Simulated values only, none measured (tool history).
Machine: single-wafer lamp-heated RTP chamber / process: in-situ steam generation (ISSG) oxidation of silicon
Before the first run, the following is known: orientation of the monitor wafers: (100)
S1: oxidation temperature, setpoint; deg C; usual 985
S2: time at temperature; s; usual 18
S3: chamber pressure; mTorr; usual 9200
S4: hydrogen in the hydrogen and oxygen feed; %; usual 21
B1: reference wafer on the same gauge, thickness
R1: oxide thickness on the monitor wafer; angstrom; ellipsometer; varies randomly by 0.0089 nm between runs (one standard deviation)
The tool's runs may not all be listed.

run      day    S1  S2     S3  S4     B1     R1
  1        0   985  18   9200  21  4.817  46.85
  2    2.804   985  18   9200  21  4.822  46.72
  3    5.892   985  18   8100  17   4.82  45.27
       9.075  -- hydrogen flow controller replaced
  4    9.667   985  18   8100  17  4.821  45.04
  5   12.608   985  18   9200  21  4.821  46.86
      14.588  -- pyrometer window cleaned and pyrometer calibrated
  6   16.496   985  18   9200  21  4.818  46.22
  7   20.192   985  23   9200  21   4.82  51.67
  8   22.146   985  23   9200  21   4.82  51.75
      23.771  -- pressure gauge zeroed
  9   26.017   985  18   9200  21  4.819  46.59
 10   29.783   985  21   9200  21  4.819   49.9
      31.921  -- gauge calibrated
 11   32.312   985  16   9200  21   4.82  44.36
 12   34.404  1000  18   9200  30  4.824     54
 13   38.458   985  18   9200  21  4.814  46.77
 14   41.825   985  21   9200  21  4.821  50.51
      44.758  -- pyrometer window cleaned and pyrometer calibrated
 15   45.846   985  15   7800  21  4.819  43.05
 16   48.083   993  18   9200  21  4.821  47.55
 17   52.296   977  18   9200  29  4.826  48.54
 18   55.542   974  25  10200  17  4.824  48.69
 19   57.879  1004  21  10200  30   4.82  56.92
 20   61.158   985  18   9200  21  4.822  46.72
 21   63.262   979  21   8200  31   4.82  54.41
 22   67.467   999  11   9900  12  4.819  34.64
 23   71.454   985  20   8800  16   4.82  46.62
 24   74.188   985  16   9900  31  4.819  48.37
      76.183  -- pyrometer window cleaned and pyrometer calibrated
 25   77.683   970  12   9200  30  4.819  40.58
 26   87.404   985  18   9200  21  4.824  46.39
 27   89.983   969  12   9200  17  4.818  35.55
 28   94.321   985  18   9200  21  4.824  46.96
 29   96.312   985  18   9200  24  4.819  48.27
 30  100.171   974  18  10200  24  4.821  45.65
 31  102.696   985  18   9200  15  4.817   43.8
     103.721  -- pyrometer window cleaned and pyrometer calibrated
 32  106.121   985  18  10200  21  4.817  45.39

Had the tool no unlogged condition, and each run kept its random variation, what would the results have been?
The tool's hidden condition here consists of: true wafer temperature minus pyrometer reading, K; true pressure minus gauge reading, Torr; deviation of the hydrogen flow from its setpoint, %; gauge reads high (%).
run     R1
  1  46.13
  2   45.9
  3  44.34
  4  44.34
  5  46.04
  6     46
  7  51.27
  8  51.27
  9  46.06
 10  49.18
 11  43.69
 12  52.98
 13  45.83
 14  49.32
 15  42.94
 16  47.36
 17  48.21
 18  48.23
 19   56.2
 20  46.09
 21  53.58
 22  34.05
 23  45.61
 24   47.3
 25  40.37
 26  45.79
 27  35.11
 28  46.11
 29  47.31
 30  44.69
 31  42.72
 32  45.06
